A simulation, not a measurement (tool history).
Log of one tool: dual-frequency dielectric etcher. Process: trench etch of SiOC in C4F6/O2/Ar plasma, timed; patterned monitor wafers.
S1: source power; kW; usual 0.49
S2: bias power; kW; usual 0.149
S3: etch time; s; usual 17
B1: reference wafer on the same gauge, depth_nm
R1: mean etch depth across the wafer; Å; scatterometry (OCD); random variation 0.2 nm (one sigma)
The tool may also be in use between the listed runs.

run	hour	S1	S2	S3	B1	R1
1	0	0.46	0.149	20.5	39	399.5
2	62.4	0.46	0.149	20.5	38.97	395.9
3	157.4	0.49	0.149	17	38.95	340
4	201.3	0.49	0.149	17	38.92	337.8
5	256.8	0.49	0.149	17	38.97	341.2
6	345.2	0.52	0.149	17	38.99	348.1
7	440.6	0.49	0.149	13.5	38.93	269
# hour 478.8: wet clean of the chamber
8	749.4	0.49	0.149	13.5	38.98	265.5
# hour 804.7: source power generator calibrated
# hour 836.3: upper electrode replaced
# hour 850.5: gauge calibrated
9	855.5	0.49	0.173	17	39	356.3
# hour 908.7: bias power generator calibrated
10	1027.7	0.49	0.149	17	38.97	341.6
# hour 1067: wet clean of the chamber
11	1090.2	0.49	0.13	17	38.91	320.5
12	1188.9	0.49	0.149	17	38.99	342.4
13	1240.7	0.49	0.149	17	38.97	343.8
14	1309	0.39	0.149	21.5	39.08	379.3
15	1397.5	0.57	0.177	15	38.96	350.7
16	1458.4	0.52	0.13	19	39.05	371.3
17	1506.3	0.53	0.12	17	39.04	324.7
# hour 1551.8: wet clean of the chamber
18	1604.5	0.49	0.149	17	38.94	340.4
19	1699.7	0.49	0.149	15	38.97	299.2
20	1912.4	0.6	0.132	17	38.99	358.1
21	1995.1	0.53	0.133	17	38.99	338

3 ways to go on from here, each from the tool as it stands after run 21. What would each give?
A	1995.5	0.49	0.149	17	?	?
B	1995.5	0.43	0.149	17	?	?
C	1995.5	0.49	0.183	15	?	?

run	B1	R1
A	39.1	339.9
B	39.1	316.1
C	39.1	326.1
Without the tool's hidden state the same runs would have given:
run	R1
A	344.7
B	320.7
C	331.1
